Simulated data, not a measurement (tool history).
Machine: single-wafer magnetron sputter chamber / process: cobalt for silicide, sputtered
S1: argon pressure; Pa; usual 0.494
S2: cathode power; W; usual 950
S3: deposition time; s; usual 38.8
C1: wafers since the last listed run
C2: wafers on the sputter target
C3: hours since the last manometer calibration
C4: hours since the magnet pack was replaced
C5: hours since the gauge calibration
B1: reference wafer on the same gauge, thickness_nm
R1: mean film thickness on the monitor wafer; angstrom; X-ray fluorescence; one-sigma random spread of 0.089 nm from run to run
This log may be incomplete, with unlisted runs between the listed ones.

run 1 day=0 | S1=0.494 S2=800 S3=38.8 | C1=0 C2=1216 C3=1813 C4=8318.7 C5=235.9 | B1=16.206 | R1=143.17
run 2 day=1.579 | S1=0.494 S2=800 S3=38.8 | C1=784 C2=2001 C3=1850.9 C4=8356.6 C5=273.8 | B1=16.187 | R1=142.35
run 3 day=3.458 | S1=0.494 S2=800 S3=38.8 | C1=933 C2=2934 C3=1896 C4=8401.7 C5=318.9 | B1=16.215 | R1=140.32
run 4 day=5.912 | S1=0.494 S2=950 S3=38.8 | C1=1219 C2=4153 C3=1954.9 C4=8460.6 C5=377.8 | B1=16.189 | R1=167.01
run 5 day=8.121 | S1=0.494 S2=950 S3=38.8 | C1=1097 C2=5251 C3=2007.9 C4=8513.6 C5=430.8 | B1=16.179 | R1=164.79
run 6 day=9.617 | S1=0.494 S2=950 S3=38.8 | C1=743 C2=5994 C3=2043.8 C4=8549.5 C5=466.7 | B1=16.228 | R1=164.08
-- day=10.025 sputter target and shields replaced
run 7 day=11.083 | S1=0.494 S2=950 S3=38.8 | C1=563 C2=524 C3=2079 C4=8584.7 C5=501.9 | B1=16.203 | R1=158.89
run 8 day=12.375 | S1=0.494 S2=950 S3=38.8 | C1=641 C2=1166 C3=2110 C4=8615.7 C5=532.9 | B1=16.197 | R1=159.38
-- day=13.796 sputter target and shields replaced, repeated, since the last time left the tool worse
run 9 day=13.817 | S1=0.494 S2=950 S3=38.8 | C1=550 C2=9 C3=2144.6 C4=8650.3 C5=567.5 | B1=16.204 | R1=168.58
run 10 day=14.717 | S1=0.494 S2=900 S3=38.8 | C1=447 C2=456 C3=2166.2 C4=8671.9 C5=589.1 | B1=16.206 | R1=162.01
-- day=15.117 gauge calibrated
run 11 day=16.425 | S1=0.494 S2=850 S3=33.1 | C1=848 C2=1305 C3=2207.2 C4=8712.9 C5=31.4 | B1=16.217 | R1=128.55
run 12 day=18.992 | S1=0.329 S2=1150 S3=41.5 | C1=1275 C2=2580 C3=2268.8 C4=8774.5 C5=93 | B1=16.204 | R1=232.82
run 13 day=21.312 | S1=0.441 S2=700 S3=44.8 | C1=1152 C2=3733 C3=2324.5 C4=8830.2 C5=148.7 | B1=16.182 | R1=147.38
run 14 day=22.675 | S1=0.494 S2=950 S3=38.8 | C1=676 C2=4410 C3=2357.2 C4=8862.9 C5=181.4 | B1=16.208 | R1=168.21
-- day=23.108 magnet pack replaced
-- day=24 capacitance manometer re-zeroed and calibrated
-- day=25.417 sputter target and shields replaced
run 15 day=25.438 | S1=0.635 S2=1150 S3=33.4 | C1=875 C2=10 C3=34.5 C4=55.9 C5=247.7 | B1=16.213 | R1=168.61
run 16 day=28.25 | S1=0.58 S2=750 S3=32.1 | C1=1397 C2=1407 C3=102 C4=123.4 C5=315.2 | B1=16.201 | R1=106.82
run 17 day=30.038 | S1=0.494 S2=1100 S3=38.8 | C1=888 C2=2295 C3=144.9 C4=166.3 C5=358.1 | B1=16.213 | R1=196.09

How the hidden state differs across the entries between the runs, from the last listed run before each to the first after it:
In the gap between runs 6 and 7: sputter target and shields replaced (day 10.025)
  deposition rate above that of a new target (%): -3.26 -> -6.26
  measured minus no-state result, R1: -5.53 -> -10.6 angstrom
In the gap between runs 8 and 9: sputter target and shields replaced, repeated, since the last time left the tool worse (day 13.796)
  deposition rate above that of a new target (%): -6.35 -> -0.187
  measured minus no-state result, R1: -10.82 -> -0.31 angstrom
In the gap between runs 10 and 11: gauge calibrated (day 15.117)
  deposition rate above that of a new target (%): -0.206 -> -0.338
  measured minus no-state result, R1: -0.33 -> -0.43 angstrom
In the gap between runs 14 and 15: magnet pack replaced (day 23.108); capacitance manometer re-zeroed and calibrated (day 24); sputter target and shields replaced (day 25.417)
  deposition rate above that of a new target (%): -1.91 -> -0.0786
  measured minus no-state result, R1: -3.27 -> -0.14 angstrom
